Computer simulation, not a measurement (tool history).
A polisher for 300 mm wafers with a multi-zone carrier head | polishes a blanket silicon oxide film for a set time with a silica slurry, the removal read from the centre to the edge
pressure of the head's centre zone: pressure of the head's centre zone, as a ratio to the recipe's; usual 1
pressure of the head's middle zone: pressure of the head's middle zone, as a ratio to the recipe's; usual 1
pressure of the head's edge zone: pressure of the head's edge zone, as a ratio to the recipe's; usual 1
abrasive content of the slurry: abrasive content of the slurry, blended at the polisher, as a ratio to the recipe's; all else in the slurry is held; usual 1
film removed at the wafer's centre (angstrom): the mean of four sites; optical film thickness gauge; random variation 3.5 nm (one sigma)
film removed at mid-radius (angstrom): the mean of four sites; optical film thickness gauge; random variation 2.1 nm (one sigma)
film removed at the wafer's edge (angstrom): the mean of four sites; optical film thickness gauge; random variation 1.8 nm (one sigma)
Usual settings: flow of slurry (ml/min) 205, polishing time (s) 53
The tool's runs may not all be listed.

run   hour  flow of slurry (ml/min)  pressure of the head's centre zone  pressure of the head's middle zone  pressure of the head's edge zone  abrasive content of the slurry  polishing time (s)  wafers since the last listed run  wafers polished on this pad  hours since the slurry nozzle was cleaned  hours since the centre zone pressure was calibrated  hours since the edge zone pressure was calibrated  hours since the carrier head's membrane was replaced  incoming thickness of the incoming film, nm  film removed at the wafer's centre (angstrom)  film removed at mid-radius (angstrom)  film removed at the wafer's edge (angstrom)
  1      0                      180                                   1                                   1                                 1                               1                  53                                 0                          252                                       97.8                                                467.4                                              808.1                                                  1964                                        771.1                                           2274                                   2231                                         2230
  2   12.4                      180                                   1                                   1                                 1                               1                  53                                84                          336                                      110.2                                                479.8                                              820.5                                                1976.4                                        761.5                                           2184                                   2258                                         2196
  3   27.2                      180                                   1                                   1                                 1                               1                  53                               101                          438                                        125                                                494.6                                              835.3                                                1991.2                                        748.6                                           2186                                   2229                                         2178
  4   40.9                      205                                   1                                   1                                 1                            0.85                  53                                93                          531                                      138.7                                                508.3                                                849                                                2004.9                                        749.5                                           2023                                   2067                                         2039
      50.8  -- centre zone pressure recalibrated
  5   58.9                      205                                   1                                   1                                 1                            0.85                  53                               109                          641                                      156.7                                                  8.1                                                867                                                2022.9                                        769.2                                           1994                                   2040                                         1963
  6   65.7                      205                                   1                                   1                                 1                            0.85                  53                                46                          687                                      163.5                                                 14.9                                              873.8                                                2029.7                                        763.3                                           2018                                   1982                                         1951
  7   76.9                      205                                0.91                                   1                                 1                               1                  53                                76                          764                                      174.7                                                 26.1                                                885                                                2040.9                                          759                                           1914                                   2147                                         2092
      92.4  -- worn pad replaced by a new one
  8   92.9                      205                                   1                                   1                                 1                               1                  53                                82                            3                                      190.7                                                 42.1                                                901                                                2056.9                                        765.2                                           1974                                   1940                                         1912
      98.2  -- slurry nozzle cleaned
  9   98.6                      205                                1.12                                0.95                               0.9                            1.25                  53                                32                           35                                        0.4                                                 47.8                                              906.7                                                2062.6                                        760.2                                           2367                                   2022                                         2023
     104.9  -- carrier head's membrane replaced by a new one
     113.2  -- worn pad replaced by a new one, repeated, since the last time left the tool worse
 10  113.7                      170                                1.07                                   1                                 1                             1.3                  53                                41                            3                                       15.5                                                 62.9                                              921.8                                                   8.8                                        750.4                                           2660                                   2506                                         2531
     121.8  -- edge zone pressure recalibrated
 11    123                      205                                1.04                                0.91                                 1                               1                  65                                49                           53                                       24.8                                                 72.2                                                1.2                                                  18.1                                        774.4                                           2991                                   2647                                         2842
 12  134.4                      205                                   1                                   1                                 1                               1                  43                                77                          131                                       36.2                                                 83.6                                               12.6                                                  29.5                                        751.9                                           1832                                   1914                                         1850
 13  144.8                      205                                   1                                   1                                 1                               1                  53                                71                          202                                       46.6                                                   94                                                 23                                                  39.9                                        770.6                                           2324                                   2309                                         2294
 14    160                      205                                   1                                   1                                 1                               1                  53                               103                          306                                       61.8                                                109.2                                               38.2                                                  55.1                                        757.9                                           2262                                   2315                                         2288

5 ways to go on from here, each from the tool as it stands after run 14. What would each give?
  A  160.4                      205                                   1                                   1                                 1                               1                  44                                 2                          309                                       62.2                                                109.6                                               38.6                                                  55.5                                        754.7                                              ?                                      ?                                            ?
  B  160.4                      255                                1.04                                   1                                 1                             1.1                  53                                 2                          309                                       62.2                                                109.6                                               38.6                                                  55.5                                        754.7                                              ?                                      ?                                            ?
  C  160.4                      160                                   1                                1.04                               0.9                               1                  71                                 2                          309                                       62.2                                                109.6                                               38.6                                                  55.5                                        754.7                                              ?                                      ?                                            ?
  D  160.4                      135                                   1                                   1                              0.96                               1                  53                                 2                          309                                       62.2                                                109.6                                               38.6                                                  55.5                                        754.7                                              ?                                      ?                                            ?
  E  160.4                      205                                   1                                0.91                                 1                            1.25                  53                                 2                          309                                       62.2                                                109.6                                               38.6                                                  55.5                                        754.7                                              ?                                      ?                                            ?

run  film removed at the wafer's centre (angstrom)  film removed at mid-radius (angstrom)  film removed at the wafer's edge (angstrom)
  A                                           1882                                   1931                                         1887
  B                                           2542                                   2501                                         2426
  C                                           2889                                   3082                                         2840
  D                                           2062                                   2140                                         2109
  E                                           2494                                   2367                                         2506
Without the tool's hidden state the same runs would have given:
run  film removed at the wafer's centre (angstrom)  film removed at mid-radius (angstrom)  film removed at the wafer's edge (angstrom)
  A                                           1922                                   1973                                         1927
  B                                           2596                                   2554                                         2478
  C                                           2950                                   3148                                         2900
  D                                           2106                                   2185                                         2153
  E                                           2547                                   2418                                         2559
